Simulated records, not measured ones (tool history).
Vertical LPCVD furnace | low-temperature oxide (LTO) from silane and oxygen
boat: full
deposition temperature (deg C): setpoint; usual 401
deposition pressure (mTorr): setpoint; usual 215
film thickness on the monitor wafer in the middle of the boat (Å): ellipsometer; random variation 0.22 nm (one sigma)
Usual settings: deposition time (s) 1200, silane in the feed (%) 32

run	day	deposition temperature (deg C)	deposition pressure (mTorr)	deposition time (s)	silane in the feed (%)	read-back reference wafer on the same gauge, thickness	film thickness on the monitor wafer in the middle of the boat (Å)
1	0	401	195	1200	32	129.98	1252.5
2	0.579	401	195	1200	32	130.01	1255.4
3	0.946	401	215	1200	32	129.92	1382
4	1.617	401	215	1200	32	129.98	1379.1
5	2.275	401	215	1530	32	129.89	1759
6	2.625	401	215	1530	32	129.99	1758.4
7	2.888	397	215	1200	32	129.92	1317.1
8	3.183	397	215	1200	32	129.88	1319
9	3.558	397	215	1200	32	130.03	1318.6
# day 4.817: pressure gauge zeroed
10	4.838	401	215	1200	32	130.01	1376
11	5.004	401	215	1200	37	129.95	1691.4
12	5.625	401	215	1200	32	130.08	1377.3
13	5.9	401	215	1200	32	130.01	1374.6
# day 7.083: thermocouples replaced and temperature profile calibrated
14	7.104	401	165	960	29	129.96	728.4
15	7.271	401	215	1530	32	130.11	1756.2
16	7.433	401	215	1200	32	129.93	1378.3
17	7.6	401	215	1200	32	129.98	1376
18	8.221	401	250	1050	32	130.01	1404.6
19	8.508	401	215	1440	32	130	1649.7
20	9.167	396	195	780	36	129.95	904.9
# day 9.433: gauge calibrated
# day 10.521: silane flow controller replaced
21	10.542	401	215	1410	32	130.01	1726
22	10.708	410	215	1560	37	129.97	2567.3
23	10.875	401	230	900	32	129.89	1177.7
24	11.038	397	215	1200	32	130.01	1401.5
25	12.942	412	175	1200	27	130	1061.3
26	13.433	401	215	1560	32	129.95	1909.8

Measured less the same run without the tool's hidden state. The same run-to-run variation is in both; the gauge's scatter may not be:
The hidden state here: true tube temperature minus thermocouple reading, K; true pressure minus gauge reading, mTorr; deviation of the silane flow from its setpoint, %; gauge reads high (%).
run	film thickness on the monitor wafer in the middle of the boat (Å)
1	-61.6
2	-62.1
3	-68.8
4	-69.3
5	-89.2
6	-89.5
7	-67.9
8	-68.2
9	-68.6
10	-72.3
11	-74.7
12	-73
13	-73.2
14	-43.3
15	-95.3
16	-74.9
17	-75
18	-77.2
19	-91
20	-44.4
21	+22.1
22	+27.1
23	+15.1
24	+18.1
25	+15.5
26	+24.5

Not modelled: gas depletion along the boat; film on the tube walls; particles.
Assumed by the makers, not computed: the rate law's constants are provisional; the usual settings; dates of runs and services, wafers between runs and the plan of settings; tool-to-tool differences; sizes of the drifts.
